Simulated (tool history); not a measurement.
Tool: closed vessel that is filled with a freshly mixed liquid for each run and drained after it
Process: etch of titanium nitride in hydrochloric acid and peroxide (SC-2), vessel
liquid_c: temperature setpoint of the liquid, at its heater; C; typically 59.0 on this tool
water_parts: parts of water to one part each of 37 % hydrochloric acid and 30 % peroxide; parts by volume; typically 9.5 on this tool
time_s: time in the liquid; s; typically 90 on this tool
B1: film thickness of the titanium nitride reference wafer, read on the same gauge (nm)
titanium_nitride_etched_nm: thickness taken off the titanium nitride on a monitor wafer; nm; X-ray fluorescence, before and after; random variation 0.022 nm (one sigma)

run 1 hour=0.0 | liquid_c=59.0 water_parts=9.5 time_s=90 | B1=79.981 | titanium_nitride_etched_nm=4.429
-- hour=28.0 chemicals flow meter replaced
run 2 hour=90.5 | liquid_c=59.0 water_parts=9.5 time_s=90 | B1=79.997 | titanium_nitride_etched_nm=4.426
run 3 hour=143.3 | liquid_c=59.0 water_parts=9.5 time_s=90 | B1=79.993 | titanium_nitride_etched_nm=4.431
run 4 hour=210.5 | liquid_c=59.0 water_parts=9.5 time_s=50 | B1=80.001 | titanium_nitride_etched_nm=2.459
-- hour=257.0 new drum of peroxide connected
run 5 hour=271.2 | liquid_c=59.0 water_parts=9.5 time_s=90 | B1=79.973 | titanium_nitride_etched_nm=4.415
run 6 hour=533.7 | liquid_c=59.0 water_parts=9.5 time_s=90 | B1=80.006 | titanium_nitride_etched_nm=4.405
run 7 hour=636.0 | liquid_c=59.0 water_parts=9.5 time_s=90 | B1=80.007 | titanium_nitride_etched_nm=4.333
-- hour=658.6 new drum of peroxide connected
run 8 hour=742.8 | liquid_c=59.0 water_parts=9.5 time_s=90 | B1=80.009 | titanium_nitride_etched_nm=4.363
run 9 hour=795.3 | liquid_c=59.0 water_parts=9.5 time_s=60 | B1=80.027 | titanium_nitride_etched_nm=2.896
run 10 hour=961.3 | liquid_c=59.0 water_parts=9.5 time_s=60 | B1=79.998 | titanium_nitride_etched_nm=2.895
run 11 hour=1012.5 | liquid_c=55.5 water_parts=9.5 time_s=90 | B1=79.996 | titanium_nitride_etched_nm=3.491
run 12 hour=1084.3 | liquid_c=59.0 water_parts=9.5 time_s=120 | B1=80.001 | titanium_nitride_etched_nm=5.777
-- hour=1099.8 thermometer replaced
run 13 hour=1122.0 | liquid_c=59.0 water_parts=9.5 time_s=120 | B1=79.955 | titanium_nitride_etched_nm=6.051
-- hour=1126.8 new drum of peroxide connected
run 14 hour=1224.9 | liquid_c=59.0 water_parts=9.5 time_s=90 | B1=80.006 | titanium_nitride_etched_nm=4.498
run 15 hour=1295.8 | liquid_c=64.0 water_parts=14.0 time_s=90 | B1=80.035 | titanium_nitride_etched_nm=4.437
run 16 hour=1374.2 | liquid_c=59.0 water_parts=9.5 time_s=90 | B1=79.984 | titanium_nitride_etched_nm=4.510
-- hour=1377.4 gauge calibrated
run 17 hour=1482.2 | liquid_c=62.5 water_parts=9.5 time_s=90 | B1=80.037 | titanium_nitride_etched_nm=5.636
-- hour=1548.1 new drum of peroxide connected
run 18 hour=1563.0 | liquid_c=59.0 water_parts=9.5 time_s=90 | B1=80.009 | titanium_nitride_etched_nm=4.463
run 19 hour=1782.7 | liquid_c=66.5 water_parts=9.5 time_s=105 | B1=80.008 | titanium_nitride_etched_nm=8.303
-- hour=1799.6 chemicals flow meter replaced
run 20 hour=1846.1 | liquid_c=55.0 water_parts=4.5 time_s=115 | B1=80.006 | titanium_nitride_etched_nm=7.779
run 21 hour=1907.1 | liquid_c=67.5 water_parts=7.0 time_s=110 | B1=79.986 | titanium_nitride_etched_nm=11.776
run 22 hour=1979.7 | liquid_c=66.5 water_parts=4.5 time_s=90 | B1=79.998 | titanium_nitride_etched_nm=12.540
-- hour=2063.2 new drum of peroxide connected
run 23 hour=2087.5 | liquid_c=59.0 water_parts=9.5 time_s=40 | B1=80.008 | titanium_nitride_etched_nm=1.956
run 24 hour=2167.3 | liquid_c=59.0 water_parts=12.0 time_s=90 | B1=79.975 | titanium_nitride_etched_nm=3.647
run 25 hour=2233.4 | liquid_c=59.0 water_parts=9.5 time_s=90 | B1=80.037 | titanium_nitride_etched_nm=4.470
run 26 hour=2286.8 | liquid_c=64.0 water_parts=13.0 time_s=90 | B1=79.995 | titanium_nitride_etched_nm=4.653

Branching from run 26: 3 alternative next runs. What would each branch give?
run A hour=2287.5 | liquid_c=59.0 water_parts=9.5 time_s=90 | B1=? | titanium_nitride_etched_nm=?
run B hour=2287.5 | liquid_c=65.0 water_parts=9.5 time_s=55 | B1=? | titanium_nitride_etched_nm=?
run C hour=2287.5 | liquid_c=59.0 water_parts=13.0 time_s=90 | B1=? | titanium_nitride_etched_nm=?

run=A B1=80.004 titanium_nitride_etched_nm=4.440
run=B B1=80.004 titanium_nitride_etched_nm=3.940
run=C B1=80.004 titanium_nitride_etched_nm=3.404
With no hidden state in the tool, these same runs would have given:
run=A titanium_nitride_etched_nm=4.560
run=B titanium_nitride_etched_nm=4.042
run=C titanium_nitride_etched_nm=3.496
